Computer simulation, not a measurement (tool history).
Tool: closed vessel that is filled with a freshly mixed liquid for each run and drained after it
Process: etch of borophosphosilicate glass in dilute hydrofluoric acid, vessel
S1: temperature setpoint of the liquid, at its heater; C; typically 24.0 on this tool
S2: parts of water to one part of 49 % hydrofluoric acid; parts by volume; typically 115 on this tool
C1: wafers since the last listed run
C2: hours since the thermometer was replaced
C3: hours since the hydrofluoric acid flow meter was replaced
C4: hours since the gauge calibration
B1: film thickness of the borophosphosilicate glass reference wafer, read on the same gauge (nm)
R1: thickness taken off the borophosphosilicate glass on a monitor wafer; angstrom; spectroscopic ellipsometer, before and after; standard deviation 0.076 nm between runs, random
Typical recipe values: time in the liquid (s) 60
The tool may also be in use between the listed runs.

run 1 hour=0.0 | S1=24.0 S2=115 time_in_the_liquid_(s)=75 | C1=0 C2=858.3 C3=1184.4 C4=775.8 | B1=60.84 | R1=233.5
run 2 hour=23.4 | S1=26.0 S2=115 time_in_the_liquid_(s)=60 | C1=2394 C2=881.7 C3=1207.8 C4=799.2 | B1=60.93 | R1=201.3
run 3 hour=55.5 | S1=26.0 S2=115 time_in_the_liquid_(s)=60 | C1=3285 C2=913.8 C3=1239.9 C4=831.3 | B1=61.06 | R1=201.0
run 4 hour=87.0 | S1=24.0 S2=115 time_in_the_liquid_(s)=60 | C1=3223 C2=945.3 C3=1271.4 C4=862.8 | B1=61.16 | R1=185.8
run 5 hour=110.6 | S1=24.0 S2=115 time_in_the_liquid_(s)=60 | C1=2415 C2=968.9 C3=1295.0 C4=886.4 | B1=61.27 | R1=187.2
run 6 hour=128.5 | S1=24.0 S2=115 time_in_the_liquid_(s)=60 | C1=1831 C2=986.8 C3=1312.9 C4=904.3 | B1=61.32 | R1=189.7
run 7 hour=140.6 | S1=24.0 S2=115 time_in_the_liquid_(s)=60 | C1=1238 C2=998.9 C3=1325.0 C4=916.4 | B1=61.40 | R1=187.9
run 8 hour=156.1 | S1=24.0 S2=115 time_in_the_liquid_(s)=60 | C1=1586 C2=1014.4 C3=1340.5 C4=931.9 | B1=61.46 | R1=189.6
run 9 hour=170.6 | S1=24.0 S2=115 time_in_the_liquid_(s)=60 | C1=1483 C2=1028.9 C3=1355.0 C4=946.4 | B1=61.50 | R1=187.5
run 10 hour=202.1 | S1=24.0 S2=115 time_in_the_liquid_(s)=60 | C1=3223 C2=1060.4 C3=1386.5 C4=977.9 | B1=61.64 | R1=188.8
run 11 hour=231.9 | S1=22.0 S2=165 time_in_the_liquid_(s)=90 | C1=3049 C2=1090.2 C3=1416.3 C4=1007.7 | B1=61.75 | R1=171.9
-- hour=248.1 gauge calibrated
run 12 hour=266.5 | S1=24.0 S2=115 time_in_the_liquid_(s)=60 | C1=3540 C2=1124.8 C3=1450.9 C4=18.4 | B1=59.90 | R1=182.8
run 13 hour=282.0 | S1=24.0 S2=115 time_in_the_liquid_(s)=60 | C1=1586 C2=1140.3 C3=1466.4 C4=33.9 | B1=59.87 | R1=183.1
run 14 hour=313.8 | S1=24.0 S2=115 time_in_the_liquid_(s)=60 | C1=3254 C2=1172.1 C3=1498.2 C4=65.7 | B1=59.91 | R1=183.0
run 15 hour=345.6 | S1=22.0 S2=135 time_in_the_liquid_(s)=60 | C1=3254 C2=1203.9 C3=1530.0 C4=97.5 | B1=59.92 | R1=141.3
run 16 hour=360.0 | S1=24.0 S2=115 time_in_the_liquid_(s)=80 | C1=1473 C2=1218.3 C3=1544.4 C4=111.9 | B1=59.92 | R1=246.3
run 17 hour=388.2 | S1=25.5 S2=115 time_in_the_liquid_(s)=80 | C1=2885 C2=1246.5 C3=1572.6 C4=140.1 | B1=59.93 | R1=259.0
run 18 hour=411.2 | S1=24.0 S2=115 time_in_the_liquid_(s)=30 | C1=2353 C2=1269.5 C3=1595.6 C4=163.1 | B1=59.95 | R1=92.1
run 19 hour=425.8 | S1=19.0 S2=115 time_in_the_liquid_(s)=60 | C1=1494 C2=1284.1 C3=1610.2 C4=177.7 | B1=59.99 | R1=151.6
-- hour=454.3 hydrofluoric acid flow meter replaced
run 20 hour=459.9 | S1=19.5 S2=135 time_in_the_liquid_(s)=60 | C1=3387 C2=1318.2 C3=5.6 C4=211.8 | B1=59.99 | R1=128.1
-- hour=520.1 thermometer replaced
run 21 hour=557.8 | S1=26.0 S2=85 time_in_the_liquid_(s)=30 | C1=9916 C2=37.7 C3=103.5 C4=309.7 | B1=60.11 | R1=140.9
run 22 hour=593.8 | S1=20.0 S2=115 time_in_the_liquid_(s)=60 | C1=3684 C2=73.7 C3=139.5 C4=345.7 | B1=60.19 | R1=158.0
run 23 hour=613.0 | S1=26.5 S2=115 time_in_the_liquid_(s)=60 | C1=1964 C2=92.9 C3=158.7 C4=364.9 | B1=60.19 | R1=202.0
run 24 hour=641.3 | S1=24.0 S2=115 time_in_the_liquid_(s)=60 | C1=2896 C2=121.2 C3=187.0 C4=393.2 | B1=60.24 | R1=182.6
run 25 hour=673.9 | S1=21.0 S2=100 time_in_the_liquid_(s)=60 | C1=3336 C2=153.8 C3=219.6 C4=425.8 | B1=60.29 | R1=191.0
run 26 hour=746.8 | S1=24.0 S2=115 time_in_the_liquid_(s)=60 | C1=7460 C2=226.7 C3=292.5 C4=498.7 | B1=60.44 | R1=185.3
run 27 hour=759.0 | S1=21.5 S2=115 time_in_the_liquid_(s)=60 | C1=1248 C2=238.9 C3=304.7 C4=510.9 | B1=60.49 | R1=167.0
run 28 hour=783.2 | S1=24.0 S2=115 time_in_the_liquid_(s)=60 | C1=2476 C2=263.1 C3=328.9 C4=535.1 | B1=60.52 | R1=184.2
run 29 hour=852.0 | S1=24.0 S2=115 time_in_the_liquid_(s)=60 | C1=7040 C2=331.9 C3=397.7 C4=603.9 | B1=60.69 | R1=185.2

Run 30 is up next; what results do you expect?
run 30 hour=886.7 | S1=24.0 S2=115 time_in_the_liquid_(s)=60 | C1=3551 C2=366.6 C3=432.4 C4=638.6 | B1=? | R1=?

B1: 60.83
R1: 186.3 angstrom
With the hidden condition absent and the run-to-run variation left alone, this run would have shown R1 183.8 angstrom.
